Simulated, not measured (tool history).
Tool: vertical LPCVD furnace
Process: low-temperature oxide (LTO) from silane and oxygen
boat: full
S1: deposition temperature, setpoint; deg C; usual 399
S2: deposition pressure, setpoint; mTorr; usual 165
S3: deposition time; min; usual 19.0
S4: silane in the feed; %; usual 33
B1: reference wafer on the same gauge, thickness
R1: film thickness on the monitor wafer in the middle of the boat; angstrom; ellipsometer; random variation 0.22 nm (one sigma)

| run | day | S1 | S2 | S3 | S4 | B1 | R1 |
|---|---|---|---|---|---|---|---|
| 1 | 0.000 | 399 | 165 | 22.0 | 33 | 127.01 | 1217.9 |
| 2 | 0.179 | 399 | 165 | 19.0 | 33 | 126.98 | 1051.0 |
| 3 | 0.354 | 399 | 165 | 19.0 | 33 | 127.07 | 1051.8 |
| 4 | 0.862 | 399 | 165 | 19.0 | 33 | 127.05 | 1053.6 |
| 5 | 1.571 | 399 | 165 | 19.0 | 33 | 126.96 | 1051.2 |
| 6 | 1.900 | 399 | 165 | 19.0 | 33 | 127.03 | 1050.8 |
| 7 | 2.433 | 399 | 165 | 19.0 | 33 | 127.05 | 1052.7 |
| 8 | 3.133 | 399 | 190 | 13.5 | 33 | 126.99 | 866.6 |
| 9 | 3.629 | 388 | 165 | 19.0 | 33 | 126.94 | 920.1 |
| 10 | 3.983 | 399 | 165 | 19.0 | 33 | 126.91 | 1053.9 |
|  | 5.071 | gauge calibrated |
| 11 | 6.146 | 399 | 165 | 19.0 | 33 | 127.05 | 1055.3 |
| 12 | 6.858 | 399 | 205 | 19.0 | 33 | 126.95 | 1320.2 |
| 13 | 7.467 | 399 | 165 | 11.5 | 33 | 126.97 | 639.6 |
| 14 | 7.758 | 399 | 130 | 19.0 | 33 | 127.02 | 818.0 |
| 15 | 8.496 | 405 | 175 | 19.0 | 33 | 126.97 | 1204.9 |
| 16 | 9.179 | 399 | 165 | 19.0 | 33 | 126.88 | 1055.8 |
| 17 | 9.879 | 399 | 165 | 19.0 | 33 | 127.00 | 1053.6 |
| 18 | 10.783 | 399 | 165 | 19.0 | 33 | 127.00 | 1057.4 |
| 19 | 11.400 | 404 | 165 | 25.0 | 33 | 126.99 | 1470.1 |
| 20 | 11.854 | 399 | 165 | 19.0 | 37 | 127.01 | 1231.2 |

Run 21 comes next. What will it give?
|  | 13.896 | thermocouples replaced and temperature profile calibrated |
|  | 13.946 | pressure gauge zeroed |
| 21 | 13.967 | 393 | 130 | 19.0 | 33 | ? | ? |

{"run 21": {"B1": 126.94, "R1": 827.7}}
Without the tool's hidden state the same run would have given R1 807.1 angstrom.

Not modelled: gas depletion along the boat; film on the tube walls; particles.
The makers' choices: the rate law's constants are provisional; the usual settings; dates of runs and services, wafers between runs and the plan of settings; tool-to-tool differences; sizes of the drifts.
